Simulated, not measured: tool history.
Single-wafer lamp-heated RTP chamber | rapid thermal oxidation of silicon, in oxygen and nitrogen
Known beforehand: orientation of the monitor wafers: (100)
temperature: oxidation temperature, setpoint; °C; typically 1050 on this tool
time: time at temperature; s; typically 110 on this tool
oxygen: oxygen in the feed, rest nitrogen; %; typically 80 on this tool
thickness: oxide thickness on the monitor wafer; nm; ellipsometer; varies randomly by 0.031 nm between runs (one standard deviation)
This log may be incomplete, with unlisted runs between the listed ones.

run,hour,temperature,time,oxygen,wafers since the last listed run,wafers since the last pyrometer calibration,hours since the oxygen flow controller was replaced,hours since the gauge calibration,"read-back reference wafer on the same gauge, thickness",thickness
1,0,1050,141,80,0,1407,5666.6,100.5,12.103,11.845
# hour 16.8: pyrometer window cleaned and pyrometer calibrated
2,17.3,1050,141,80,106,6,5683.9,117.8,12.095,11.739
3,21.7,1050,141,80,50,56,5688.3,122.2,12.105,11.737
4,32.1,1072,97,80,119,175,5698.7,132.6,12.106,11.438
5,39.1,1072,97,80,80,256,5705.7,139.6,12.097,11.521
6,52.7,1072,97,80,155,412,5719.3,153.2,12.101,11.467
7,70.6,1050,110,80,205,617,5737.2,171.1,12.104,10.535
8,87.5,1050,110,80,193,811,5754.1,188,12.096,10.478
# hour 96.8: gauge calibrated
9,117.7,1050,110,80,346,1157,5784.3,20.9,12.09,10.572
10,130.8,1050,110,80,150,1307,5797.4,34,12.104,10.58
11,140.8,1050,110,80,114,1422,5807.4,44,12.078,10.564
12,149,1050,110,80,94,1516,5815.6,52.2,12.09,10.517
13,157.5,1050,142,80,97,1613,5824.1,60.7,12.09,11.911
14,166.5,1050,83,52,103,1716,5833.1,69.7,12.099,7.955
# hour 181.4: pyrometer window cleaned and pyrometer calibrated
15,181.9,1033,160,89,84,5,5848.5,85.1,12.095,11.412
16,193.3,1078,110,66,130,136,5859.9,96.5,12.102,11.792

Estimate the outcome of run 17 from the log above:
17,210.6,1050,76,80,198,334,5877.2,113.8,?,?

read-back reference wafer on the same gauge, thickness: 12.092
thickness: 8.888 nm
If the tool had no hidden condition, the same run with the same run-to-run variation would have returned thickness 8.819 nm.
